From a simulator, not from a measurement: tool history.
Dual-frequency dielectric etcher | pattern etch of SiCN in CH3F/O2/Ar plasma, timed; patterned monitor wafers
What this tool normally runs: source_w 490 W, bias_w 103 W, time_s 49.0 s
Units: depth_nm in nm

| run | day | source_w | bias_w | time_s | wafers since the last listed run | hours since the last wet clean | hours since the last source power generator calibration | hours since the last bias power generator calibration | hours since the last upper electrode change | hours since the gauge calibration | read-back reference wafer on the same gauge, depth_nm | depth_nm |
|---|---|---|---|---|---|---|---|---|---|---|---|---|
| 1 | 0.000 | 490 | 103 | 49.0 | 0 | 126.2 | 3687.9 | 1887.2 | 5698.8 | 871.9 | 20.81 | 22.10 |
| 2 | 0.721 | 490 | 103 | 49.0 | 324 | 143.5 | 3705.2 | 1904.5 | 5716.1 | 889.2 | 20.80 | 22.05 |
|  | 0.896 | bias power generator calibrated |
| 3 | 2.008 | 490 | 103 | 49.0 | 504 | 174.4 | 3736.1 | 26.7 | 5747.0 | 920.1 | 20.80 | 22.04 |
| 4 | 2.958 | 490 | 103 | 49.0 | 427 | 197.2 | 3758.9 | 49.5 | 5769.8 | 942.9 | 20.80 | 22.07 |
|  | 4.354 | source power generator calibrated |
| 5 | 4.433 | 490 | 84 | 49.0 | 588 | 232.6 | 1.9 | 84.9 | 5805.2 | 978.3 | 20.81 | 19.70 |
| 6 | 5.933 | 490 | 84 | 49.0 | 674 | 268.6 | 37.9 | 120.9 | 5841.2 | 1014.3 | 20.80 | 19.66 |
| 7 | 6.671 | 430 | 103 | 49.0 | 331 | 286.3 | 55.6 | 138.6 | 5858.9 | 1032.0 | 20.80 | 21.33 |
| 8 | 7.933 | 450 | 94 | 36.5 | 567 | 316.6 | 85.9 | 168.9 | 5889.2 | 1062.3 | 20.81 | 15.28 |
|  | 8.962 | gauge calibrated |
| 9 | 9.217 | 440 | 113 | 39.5 | 577 | 347.4 | 116.7 | 199.7 | 5920.0 | 6.1 | 20.81 | 18.25 |
| 10 | 10.212 | 490 | 103 | 49.0 | 447 | 371.3 | 140.6 | 223.6 | 5943.9 | 30.0 | 20.79 | 22.18 |
| 11 | 11.000 | 460 | 96 | 42.5 | 354 | 390.2 | 159.5 | 242.5 | 5962.8 | 48.9 | 20.80 | 18.26 |
| 12 | 12.392 | 490 | 110 | 41.5 | 625 | 423.6 | 192.9 | 275.9 | 5996.2 | 82.3 | 20.80 | 19.55 |
| 13 | 12.896 | 490 | 84 | 49.0 | 226 | 435.7 | 205.0 | 288.0 | 6008.3 | 94.4 | 20.79 | 19.71 |
|  | 13.950 | upper electrode replaced |
| 14 | 14.092 | 570 | 114 | 42.5 | 88 | 464.4 | 233.7 | 316.7 | 3.4 | 123.1 | 20.81 | 21.37 |
| 15 | 14.608 | 490 | 103 | 49.0 | 232 | 476.8 | 246.1 | 329.1 | 15.8 | 135.5 | 20.80 | 22.29 |
| 16 | 15.446 | 580 | 103 | 49.0 | 376 | 496.9 | 266.2 | 349.2 | 35.9 | 155.6 | 20.80 | 23.42 |
| 17 | 16.533 | 490 | 103 | 49.0 | 489 | 523.0 | 292.3 | 375.3 | 62.0 | 181.7 | 20.80 | 22.30 |
|  | 18.017 | wet clean of the chamber |
| 18 | 18.038 | 570 | 85 | 49.0 | 226 | 0.5 | 328.4 | 411.4 | 98.1 | 217.8 | 20.80 | 20.50 |
| 19 | 18.329 | 390 | 125 | 57.5 | 131 | 7.5 | 335.4 | 418.4 | 105.1 | 224.8 | 20.80 | 26.87 |
| 20 | 19.196 | 490 | 103 | 54.5 | 389 | 28.3 | 356.2 | 439.2 | 125.9 | 245.6 | 20.80 | 24.36 |
| 21 | 19.842 | 490 | 79 | 49.0 | 290 | 43.8 | 371.7 | 454.7 | 141.4 | 261.1 | 20.79 | 18.78 |
| 22 | 21.321 | 540 | 103 | 54.0 | 665 | 79.3 | 407.2 | 490.2 | 176.9 | 296.6 | 20.80 | 24.78 |
| 23 | 22.267 | 490 | 103 | 49.0 | 425 | 102.0 | 429.9 | 512.9 | 199.6 | 319.3 | 20.80 | 21.91 |
| 24 | 23.654 | 530 | 86 | 39.5 | 624 | 135.3 | 463.2 | 546.2 | 232.9 | 352.6 | 20.80 | 16.36 |
| 25 | 24.950 | 490 | 110 | 36.0 | 582 | 166.4 | 494.3 | 577.3 | 264.0 | 383.7 | 20.79 | 16.66 |
| 26 | 26.246 | 590 | 125 | 43.5 | 582 | 197.5 | 525.4 | 608.4 | 295.1 | 414.8 | 20.79 | 22.86 |
| 27 | 26.971 | 600 | 103 | 49.0 | 326 | 214.9 | 542.8 | 625.8 | 312.5 | 432.2 | 20.81 | 23.38 |
| 28 | 27.529 | 410 | 103 | 49.0 | 251 | 228.3 | 556.2 | 639.2 | 325.9 | 445.6 | 20.80 | 20.90 |
| 29 | 28.925 | 490 | 81 | 49.0 | 627 | 261.8 | 589.7 | 672.7 | 359.4 | 479.1 | 20.81 | 19.12 |

Entry by entry between the runs, the difference in hidden state between the last listed run before and the first listed run after:
Run 2 -> run 3: bias power generator calibrated (day 0.896)
  etch rate over this chamber's usual, %: 0.731 -> 0.813
  measured minus no-state result, depth_nm: +0.16 -> +0.17 nm
Run 4 -> run 5: source power generator calibrated (day 4.354)
  etch rate over this chamber's usual, %: 0.873 -> 0.967
  measured minus no-state result, depth_nm: +0.19 -> +0.19 nm
Run 8 -> run 9: gauge calibrated (day 8.962)
  etch rate over this chamber's usual, %: 1.19 -> 1.27
  measured minus no-state result, depth_nm: +0.18 -> +0.23 nm
Run 13 -> run 14: upper electrode replaced (day 13.950)
  etch rate over this chamber's usual, %: 1.51 -> 1.58
  measured minus no-state result, depth_nm: +0.29 -> +0.33 nm
Run 17 -> run 18: wet clean of the chamber (day 18.017)
  etch rate over this chamber's usual, %: 1.74 -> -0.142
  measured minus no-state result, depth_nm: +0.38 -> -0.03 nm

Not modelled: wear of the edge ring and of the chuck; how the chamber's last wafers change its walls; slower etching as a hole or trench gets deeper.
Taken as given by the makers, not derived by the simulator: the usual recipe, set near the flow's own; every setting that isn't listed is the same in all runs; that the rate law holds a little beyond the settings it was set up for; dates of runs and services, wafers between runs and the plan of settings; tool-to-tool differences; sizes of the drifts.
